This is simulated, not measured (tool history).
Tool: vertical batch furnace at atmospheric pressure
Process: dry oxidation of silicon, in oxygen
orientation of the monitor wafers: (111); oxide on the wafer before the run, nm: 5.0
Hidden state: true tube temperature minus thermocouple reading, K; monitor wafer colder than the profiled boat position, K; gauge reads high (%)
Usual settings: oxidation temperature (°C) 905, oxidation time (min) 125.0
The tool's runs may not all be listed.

| run | hour | oxidation temperature (°C) | oxidation time (min) | wafers since the last listed run | hours since the last temperature calibration | hours since the boat lift was adjusted | hours since the gauge calibration | read-back reference wafer on the same gauge, thickness | oxide thickness on the monitor wafer (Å) |
|---|---|---|---|---|---|---|---|---|---|
| 1 | 0.0 | 905 | 125.0 | 0 | 4202.5 | 3624.7 | 1100.0 | 56.61 | 491.0 |
| 2 | 111.0 | 905 | 125.0 | 1171 | 4313.5 | 3735.7 | 1211.0 | 56.63 | 492.8 |
| 3 | 184.8 | 905 | 125.0 | 778 | 4387.3 | 3809.5 | 1284.8 | 56.55 | 495.8 |
| 4 | 268.5 | 899 | 125.0 | 883 | 4471.0 | 3893.2 | 1368.5 | 56.60 | 466.0 |
| 5 | 344.5 | 905 | 125.0 | 802 | 4547.0 | 3969.2 | 1444.5 | 56.59 | 497.2 |
| 6 | 401.4 | 905 | 125.0 | 600 | 4603.9 | 4026.1 | 1501.4 | 56.57 | 499.3 |
| 7 | 480.6 | 905 | 125.0 | 835 | 4683.1 | 4105.3 | 1580.6 | 56.60 | 496.4 |
| 8 | 613.8 | 905 | 125.0 | 1405 | 4816.3 | 4238.5 | 1713.8 | 56.70 | 498.9 |
| 9 | 697.1 | 905 | 125.0 | 879 | 4899.6 | 4321.8 | 1797.1 | 56.55 | 499.2 |
|  | 755.3 | gauge calibrated |
| 10 | 771.0 | 905 | 125.0 | 779 | 4973.5 | 4395.7 | 15.7 | 56.60 | 495.9 |
|  | 888.3 | thermocouples replaced and temperature profile calibrated |
| 11 | 888.8 | 905 | 125.0 | 989 | 0.5 | 4513.5 | 133.5 | 56.60 | 476.1 |
| 12 | 925.6 | 905 | 125.0 | 388 | 37.3 | 4550.3 | 170.3 | 56.57 | 474.3 |
|  | 993.4 | boat lift adjusted |
| 13 | 1019.0 | 905 | 125.0 | 732 | 130.7 | 25.6 | 263.7 | 56.61 | 473.5 |
| 14 | 1081.9 | 905 | 125.0 | 663 | 193.6 | 88.5 | 326.6 | 56.62 | 477.4 |
| 15 | 1118.5 | 920 | 141.5 | 386 | 230.2 | 125.1 | 363.2 | 56.54 | 598.1 |
| 16 | 1157.0 | 905 | 125.0 | 406 | 268.7 | 163.6 | 401.7 | 56.62 | 478.3 |
| 17 | 1214.6 | 918 | 149.5 | 607 | 326.3 | 221.2 | 459.3 | 56.63 | 610.3 |
| 18 | 1278.9 | 916 | 125.0 | 678 | 390.6 | 285.5 | 523.6 | 56.58 | 530.2 |
| 19 | 1339.5 | 890 | 144.0 | 639 | 451.2 | 346.1 | 584.2 | 56.57 | 450.4 |
| 20 | 1424.2 | 891 | 125.0 | 893 | 535.9 | 430.8 | 668.9 | 56.64 | 414.4 |
| 21 | 1524.8 | 905 | 125.0 | 1061 | 636.5 | 531.4 | 769.5 | 56.62 | 478.7 |
| 22 | 1617.3 | 920 | 125.0 | 976 | 729.0 | 623.9 | 862.0 | 56.58 | 549.3 |
| 23 | 1709.1 | 905 | 125.0 | 968 | 820.8 | 715.7 | 953.8 | 56.54 | 475.1 |
| 24 | 1798.3 | 924 | 125.0 | 941 | 910.0 | 804.9 | 1043.0 | 56.62 | 572.1 |
| 25 | 1872.7 | 924 | 90.0 | 785 | 984.4 | 879.3 | 1117.4 | 56.62 | 457.4 |
| 26 | 1935.2 | 923 | 125.0 | 659 | 1046.9 | 941.8 | 1179.9 | 56.60 | 565.9 |
| 27 | 2022.6 | 930 | 92.0 | 922 | 1134.3 | 1029.2 | 1267.3 | 56.64 | 490.0 |
| 28 | 2065.4 | 912 | 179.5 | 451 | 1177.1 | 1072.0 | 1310.1 | 56.57 | 655.1 |

4 ways to go on from here, each from the tool as it stands after run 28. What would each give?
| A | 2071.6 | 885 | 125.0 | 65 | 1183.3 | 1078.2 | 1316.3 | ? | ? |
| B | 2071.6 | 894 | 159.5 | 65 | 1183.3 | 1078.2 | 1316.3 | ? | ? |
| C | 2071.6 | 882 | 125.0 | 65 | 1183.3 | 1078.2 | 1316.3 | ? | ? |
| D | 2071.6 | 898 | 125.0 | 65 | 1183.3 | 1078.2 | 1316.3 | ? | ? |

| run | read-back reference wafer on the same gauge, thickness | oxide thickness on the monitor wafer (Å) |
|---|---|---|
| A | 56.69 | 392.4 |
| B | 56.69 | 504.8 |
| C | 56.69 | 380.9 |
| D | 56.69 | 445.8 |
Without the tool's hidden state the same runs would have given:
| run | oxide thickness on the monitor wafer (Å) |
|---|---|
| A | 390.0 |
| B | 501.7 |
| C | 378.6 |
| D | 443.1 |

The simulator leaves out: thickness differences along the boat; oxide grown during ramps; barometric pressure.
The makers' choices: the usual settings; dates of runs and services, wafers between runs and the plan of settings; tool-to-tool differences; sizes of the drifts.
